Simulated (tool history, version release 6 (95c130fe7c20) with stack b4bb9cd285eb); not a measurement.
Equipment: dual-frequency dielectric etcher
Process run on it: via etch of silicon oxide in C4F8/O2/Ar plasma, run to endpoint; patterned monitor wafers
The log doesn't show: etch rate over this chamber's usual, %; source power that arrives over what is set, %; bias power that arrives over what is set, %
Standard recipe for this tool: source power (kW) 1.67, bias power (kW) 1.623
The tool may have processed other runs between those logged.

run,hour,source power (kW),bias power (kW),wafers since the last listed run,hours since the last wet clean,hours since the last source power generator calibration,hours since the last bias power generator calibration,hours since the last upper electrode change,"incoming incoming film thickness, nm",endpoint time (s)
1,0,1.82,1.623,0,233.7,2781.2,4346.2,2560.8,1272.4,286.7
2,40.8,1.47,1.757,325,274.5,2822,4387,2601.6,1250.4,290.1
3,88.5,1.47,1.757,380,322.2,2869.7,4434.7,2649.3,1266.1,295
4,142.2,1.67,1.623,428,375.9,2923.4,4488.4,2703,1244.5,286.4
5,208.7,1.67,1.623,530,442.4,2989.9,4554.9,2769.5,1237.2,286.3
6,263.7,1.67,1.623,438,497.4,3044.9,4609.9,2824.5,1238.8,288.2
# hour 405.9: wet clean of the chamber
7,421.5,1.67,1.623,1067,15.6,3202.7,4767.7,2982.3,1249.4,301.9
8,445.5,1.67,1.623,191,39.6,3226.7,4791.7,3006.3,1255.8,305.6
9,480,1.67,1.623,275,74.1,3261.2,4826.2,3040.8,1259.7,301.8
10,515.7,1.67,1.623,284,109.8,3296.9,4861.9,3076.5,1250.6,304.6
# hour 581.4: upper electrode replaced
11,581.9,1.58,1.623,336,176,3363.1,4928.1,0.5,1269.8,318.7
12,667.3,1.58,1.623,681,261.4,3448.5,5013.5,85.9,1272.2,310.9
# hour 733.4: source power generator calibrated
# hour 745.6: wet clean of the chamber, repeated, since the last time left the tool worse
13,746.1,1.91,1.623,499,0.5,12.7,5092.3,164.7,1241.8,270.9
14,793.3,1.91,1.623,376,47.7,59.9,5139.5,211.9,1249.4,274.9
15,827.7,1.91,1.623,274,82.1,94.3,5173.9,246.3,1251.2,278.5
# hour 855.6: bias power generator calibrated
16,858.6,1.67,1.623,214,113,125.2,3,277.2,1247,287.2
17,884.9,2.05,1.233,209,139.3,151.5,29.3,303.5,1253.5,286.7
18,920.8,1.46,1.521,286,175.2,187.4,65.2,339.4,1242.7,304.8
19,967.3,1.67,1.623,370,221.7,233.9,111.7,385.9,1255.8,292
20,993,1.28,2.006,204,247.4,259.6,137.4,411.6,1238,294.2
21,1032,1.37,1.877,311,286.4,298.6,176.4,450.6,1243.7,297.9
22,1092.8,1.67,1.623,484,347.2,359.4,237.2,511.4,1251.6,291.1
23,1148.5,1.5,2.021,444,402.9,415.1,292.9,567.1,1247.4,281.8
24,1199.8,1.4,1.919,409,454.2,466.4,344.2,618.4,1251.3,293.1
25,1226.7,1.97,1.245,214,481.1,493.3,371.1,645.3,1248.2,291.8
# hour 1376.1: wet clean of the chamber
26,1376.6,1.67,1.623,1004,0.5,643.2,521,795.2,1251.8,284.8
27,1411.2,1.88,1.929,275,35.1,677.8,555.6,829.8,1243.2,256.7

Expected results for the next run?
28,1467.8,1.9,1.28,451,91.7,734.4,612.2,886.4,1256.4,?

{"run 28": {"endpoint time (s)": 288.6}}
Without the tool's hidden state the same run would have given endpoint time (s) 287.1.

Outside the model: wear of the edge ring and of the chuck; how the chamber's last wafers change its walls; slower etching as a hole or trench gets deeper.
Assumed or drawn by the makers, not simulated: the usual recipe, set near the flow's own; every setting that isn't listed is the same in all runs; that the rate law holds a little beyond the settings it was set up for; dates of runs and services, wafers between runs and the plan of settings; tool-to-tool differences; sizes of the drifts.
